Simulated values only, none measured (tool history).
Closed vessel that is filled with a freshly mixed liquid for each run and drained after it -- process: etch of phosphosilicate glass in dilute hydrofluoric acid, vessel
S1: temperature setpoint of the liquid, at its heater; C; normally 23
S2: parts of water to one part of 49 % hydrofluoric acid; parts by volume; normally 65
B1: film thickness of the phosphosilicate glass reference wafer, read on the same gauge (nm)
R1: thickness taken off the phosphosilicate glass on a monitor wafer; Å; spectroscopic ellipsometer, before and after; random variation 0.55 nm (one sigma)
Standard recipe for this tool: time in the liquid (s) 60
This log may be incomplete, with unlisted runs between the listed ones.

{"run": 1, "hour": 0.0, "S1": 23, "S2": 65, "time in the liquid (s)": 60, "B1": 50, "R1": 859.6}
{"run": 2, "hour": 28.7, "S1": 25, "S2": 65, "time in the liquid (s)": 80, "B1": 50.03, "R1": 1243}
{"run": 3, "hour": 61.9, "S1": 25, "S2": 65, "time in the liquid (s)": 80, "B1": 49.99, "R1": 1262.9}
{"run": 4, "hour": 74.4, "S1": 25, "S2": 65, "time in the liquid (s)": 80, "B1": 50.01, "R1": 1255.6}
{"run": 5, "hour": 96.5, "S1": 23, "S2": 65, "time in the liquid (s)": 75, "B1": 50.02, "R1": 1076.6}
{"run": 6, "hour": 117.6, "S1": 23, "S2": 55, "time in the liquid (s)": 60, "B1": 49.98, "R1": 1038.1}
{"run": 7, "hour": 145.9, "S1": 23, "S2": 65, "time in the liquid (s)": 60, "B1": 50, "R1": 864}
{"run": 8, "hour": 161.2, "S1": 23, "S2": 65, "time in the liquid (s)": 45, "B1": 50.01, "R1": 652.2}
{"run": 9, "hour": 179.2, "S1": 23, "S2": 65, "time in the liquid (s)": 45, "B1": 49.99, "R1": 651.9}
{"run": 10, "hour": 214.4, "S1": 19, "S2": 65, "time in the liquid (s)": 60, "B1": 49.99, "R1": 733.6}
{"hour": 260.7, "done": "thermometer replaced"}
{"run": 11, "hour": 274.8, "S1": 26, "S2": 85, "time in the liquid (s)": 50, "B1": 50.02, "R1": 610.3}
{"run": 12, "hour": 291.6, "S1": 23, "S2": 65, "time in the liquid (s)": 60, "B1": 50.01, "R1": 869.9}
{"run": 13, "hour": 315.8, "S1": 23, "S2": 65, "time in the liquid (s)": 60, "B1": 49.97, "R1": 871.7}
{"run": 14, "hour": 333.0, "S1": 18, "S2": 45, "time in the liquid (s)": 70, "B1": 49.99, "R1": 1235.7}
{"hour": 335.3, "done": "gauge calibrated"}
{"hour": 359.6, "done": "hydrofluoric acid flow meter replaced"}
{"run": 15, "hour": 367.7, "S1": 24.5, "S2": 75, "time in the liquid (s)": 45, "B1": 50.02, "R1": 592.5}
{"run": 16, "hour": 397.7, "S1": 21.5, "S2": 80, "time in the liquid (s)": 90, "B1": 50.02, "R1": 981.6}
{"run": 17, "hour": 432.5, "S1": 23, "S2": 65, "time in the liquid (s)": 60, "B1": 50, "R1": 875.2}
{"run": 18, "hour": 454.1, "S1": 18.5, "S2": 85, "time in the liquid (s)": 95, "B1": 49.99, "R1": 856.5}
{"run": 19, "hour": 466.7, "S1": 26.5, "S2": 50, "time in the liquid (s)": 60, "B1": 49.99, "R1": 1332.4}
{"run": 20, "hour": 483.5, "S1": 23, "S2": 65, "time in the liquid (s)": 60, "B1": 49.98, "R1": 869.9}
{"run": 21, "hour": 509.9, "S1": 19.5, "S2": 65, "time in the liquid (s)": 60, "B1": 49.98, "R1": 751}

3 ways to go on from here, each from the tool as it stands after run 21. What would each give?
{"run": "A", "hour": 510.6, "S1": 23, "S2": 65, "time in the liquid (s)": 60, "B1": "?", "R1": "?"}
{"run": "B", "hour": 510.6, "S1": 26.5, "S2": 65, "time in the liquid (s)": 80, "B1": "?", "R1": "?"}
{"run": "C", "hour": 510.6, "S1": 23, "S2": 75, "time in the liquid (s)": 60, "B1": "?", "R1": "?"}

run=A B1=50.01 R1=873.8
run=B B1=50.01 R1=1342.1
run=C B1=50.01 R1=747.8
Take away the tool's hidden state, keep each run's random variation, and the runs would have read:
run=A R1=873.8
run=B R1=1342.1
run=C R1=747.8
